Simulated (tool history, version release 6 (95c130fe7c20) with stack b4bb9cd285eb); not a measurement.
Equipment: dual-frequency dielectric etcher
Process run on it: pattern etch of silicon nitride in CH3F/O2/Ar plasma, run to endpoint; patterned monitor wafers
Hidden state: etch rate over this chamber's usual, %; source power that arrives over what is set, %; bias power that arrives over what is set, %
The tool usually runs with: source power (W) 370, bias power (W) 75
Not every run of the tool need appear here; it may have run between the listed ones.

run   hour  source power (W)  bias power (W)  wafers since the last listed run  hours since the last wet clean  hours since the last source power generator calibration  hours since the last bias power generator calibration  hours since the last upper electrode change  incoming incoming film thickness, nm  endpoint time (s)
  1    0.0               370              75                                 0                           142.0                                                   2497.7                                                 3227.9                                       4078.5                                 30.58               42.9
  2   22.0               430              75                               297                           164.0                                                   2519.7                                                 3249.9                                       4100.5                                 30.37               40.4
  3   35.6               430              75                               183                           177.6                                                   2533.3                                                 3263.5                                       4114.1                                 30.59               40.7
  4   89.6               370              75                               730                           231.6                                                   2587.3                                                 3317.5                                       4168.1                                 30.62               43.2
  5  107.0               370              69                               235                           249.0                                                   2604.7                                                 3334.9                                       4185.5                                 30.59               45.3
  6  142.8               370              69                               484                           284.8                                                   2640.5                                                 3370.7                                       4221.3                                 30.59               45.4
  7  169.0               410              90                               354                           311.0                                                   2666.7                                                 3396.9                                       4247.5                                 30.61               37.8
  8  198.5               320              75                               398                           340.5                                                   2696.2                                                 3426.4                                       4277.0                                 30.55               45.6
     214.7  -- source power generator calibrated
  9  232.2               320              75                               401                           374.2                                                     17.5                                                 3460.1                                       4310.7                                 30.52               45.6
 10  248.8               320              75                               224                           390.8                                                     34.1                                                 3476.7                                       4327.3                                 30.67               45.6
 11  266.0               370              75                               232                           408.0                                                     51.3                                                 3493.9                                       4344.5                                 30.58               43.4
     270.2  -- bias power generator calibrated
 12  279.9               430              68                               133                           421.9                                                     65.2                                                    9.7                                       4358.4                                 30.61               43.6
 13  307.3               370              75                               370                           449.3                                                     92.6                                                   37.1                                       4385.8                                 30.48               43.6
 14  326.4               370              75                               258                           468.4                                                    111.7                                                   56.2                                       4404.9                                 30.50               43.2
 15  347.4               370              75                               284                           489.4                                                    132.7                                                   77.2                                       4425.9                                 30.50               43.4
     377.7  -- wet clean of the chamber
 16  378.2               370              65                                91                             0.5                                                    163.5                                                  108.0                                       4456.7                                 30.31               46.1
 17  383.9               450              91                                77                             6.2                                                    169.2                                                  113.7                                       4462.4                                 30.76               35.8
     413.6  -- upper electrode replaced
 18  414.1               300              58                                83                            36.4                                                    199.4                                                  143.9                                          0.5                                 30.62               53.7
 19  432.7               330              88                               251                            55.0                                                    218.0                                                  162.5                                         19.1                                 30.52               40.7
 20  462.4               370              75                               401                            84.7                                                    247.7                                                  192.2                                         48.8                                 30.88               43.5
 21  504.6               420              75                               570                           126.9                                                    289.9                                                  234.4                                         91.0                                 30.28               40.6
 22  536.0               400              90                               424                           158.3                                                    321.3                                                  265.8                                        122.4                                 30.17               37.5
 23  569.4               330              86                               451                           191.7                                                    354.7                                                  299.2                                        155.8                                 30.41               41.2

Below, each run's measurement less what the same run would have read without the hidden state. Both values contain the same run-to-run variation, but the gauge's scatter may not be the same in both:
run  endpoint time (s)
  1               +0.3
  2               +0.4
  3               +0.3
  4               +0.4
  5               +0.5
  6               +0.6
  7               +0.5
  8               +0.7
  9               +0.8
 10               +0.8
 11               +0.8
 12               +0.9
 13               +0.9
 14               +0.9
 15               +1.0
 16               +0.1
 17               +0.0
 18               +0.1
 19               +0.1
 20               +0.2
 21               +0.3
 22               +0.3
 23               +0.4

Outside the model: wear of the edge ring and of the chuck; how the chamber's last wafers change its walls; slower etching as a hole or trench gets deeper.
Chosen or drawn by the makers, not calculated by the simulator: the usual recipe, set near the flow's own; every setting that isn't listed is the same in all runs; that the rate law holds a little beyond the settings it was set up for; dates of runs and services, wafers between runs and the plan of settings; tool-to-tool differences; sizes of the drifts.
